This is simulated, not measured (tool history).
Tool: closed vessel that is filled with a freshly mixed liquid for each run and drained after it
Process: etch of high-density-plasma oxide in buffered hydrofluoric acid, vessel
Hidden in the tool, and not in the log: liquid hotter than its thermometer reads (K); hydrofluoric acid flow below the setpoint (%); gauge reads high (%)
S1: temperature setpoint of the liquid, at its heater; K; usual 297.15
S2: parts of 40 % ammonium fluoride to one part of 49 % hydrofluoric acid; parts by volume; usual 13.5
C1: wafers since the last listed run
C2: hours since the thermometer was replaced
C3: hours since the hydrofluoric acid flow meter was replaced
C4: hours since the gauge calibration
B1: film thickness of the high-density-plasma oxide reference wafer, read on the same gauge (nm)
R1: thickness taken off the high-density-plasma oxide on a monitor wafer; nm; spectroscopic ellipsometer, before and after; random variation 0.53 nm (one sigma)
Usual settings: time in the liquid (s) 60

run 1 hour=0 | S1=297.15 S2=13.5 time_in_the_liquid_(s)=60 | C1=0 C2=1014.7 C3=1521.1 C4=1071 | B1=93.08 | R1=73.74
-- hour=33.3 thermometer replaced
run 2 hour=71.3 | S1=297.15 S2=13.5 time_in_the_liquid_(s)=60 | C1=6402 C2=38 C3=1592.4 C4=1142.3 | B1=93.23 | R1=73.46
run 3 hour=162.4 | S1=297.15 S2=13.5 time_in_the_liquid_(s)=60 | C1=8296 C2=129.1 C3=1683.5 C4=1233.4 | B1=93.3 | R1=74.46
run 4 hour=243.4 | S1=297.15 S2=13.5 time_in_the_liquid_(s)=60 | C1=7376 C2=210.1 C3=1764.5 C4=1314.4 | B1=93.41 | R1=74.81
-- hour=292.4 hydrofluoric acid flow meter replaced
run 5 hour=330.1 | S1=297.15 S2=13.5 time_in_the_liquid_(s)=60 | C1=7804 C2=296.8 C3=37.7 C4=1401.1 | B1=93.52 | R1=75.01
run 6 hour=369.1 | S1=297.15 S2=18 time_in_the_liquid_(s)=40 | C1=3551 C2=335.8 C3=76.7 C4=1440.1 | B1=93.54 | R1=37.41
run 7 hour=438.1 | S1=297.15 S2=18 time_in_the_liquid_(s)=40 | C1=6283 C2=404.8 C3=145.7 C4=1509.1 | B1=93.54 | R1=37.37
run 8 hour=524.6 | S1=297.15 S2=18 time_in_the_liquid_(s)=40 | C1=7877 C2=491.3 C3=232.2 C4=1595.6 | B1=93.63 | R1=37.37
run 9 hour=575.8 | S1=297.15 S2=13.5 time_in_the_liquid_(s)=60 | C1=4662 C2=542.5 C3=283.4 C4=1646.8 | B1=93.66 | R1=75.07
run 10 hour=646.1 | S1=297.15 S2=13.5 time_in_the_liquid_(s)=60 | C1=6402 C2=612.8 C3=353.7 C4=1717.1 | B1=93.72 | R1=75.06
run 11 hour=716.9 | S1=297.15 S2=13.5 time_in_the_liquid_(s)=60 | C1=6447 C2=683.6 C3=424.5 C4=1787.9 | B1=93.74 | R1=73.87
run 12 hour=778.9 | S1=297.15 S2=13.5 time_in_the_liquid_(s)=60 | C1=5646 C2=745.6 C3=486.5 C4=1849.9 | B1=93.82 | R1=74.61
run 13 hour=833.2 | S1=297.15 S2=13.5 time_in_the_liquid_(s)=60 | C1=4945 C2=799.9 C3=540.8 C4=1904.2 | B1=93.83 | R1=74.58
run 14 hour=908.2 | S1=297.15 S2=13.5 time_in_the_liquid_(s)=60 | C1=6830 C2=874.9 C3=615.8 C4=1979.2 | B1=93.83 | R1=74.9
-- hour=1019.8 thermometer replaced
run 15 hour=1106.4 | S1=297.15 S2=13.5 time_in_the_liquid_(s)=60 | C1=17958 C2=86.6 C3=814 C4=2177.4 | B1=93.93 | R1=75.98
run 16 hour=1156.1 | S1=300.65 S2=16 time_in_the_liquid_(s)=70 | C1=4526 C2=136.3 C3=863.7 C4=2227.1 | B1=94 | R1=88.38
run 17 hour=1211.1 | S1=294.15 S2=18 time_in_the_liquid_(s)=85 | C1=5008 C2=191.3 C3=918.7 C4=2282.1 | B1=93.98 | R1=67.94

The next listed run, before its measurement:
run 18 hour=1264 | S1=297.15 S2=13.5 time_in_the_liquid_(s)=60 | C1=4817 C2=244.2 C3=971.6 C4=2335 | B1=? | R1=?

Run 18 gave B1 94.04, R1 75.66 nm.
Without the tool's hidden state the same run would have given R1 72.43 nm.
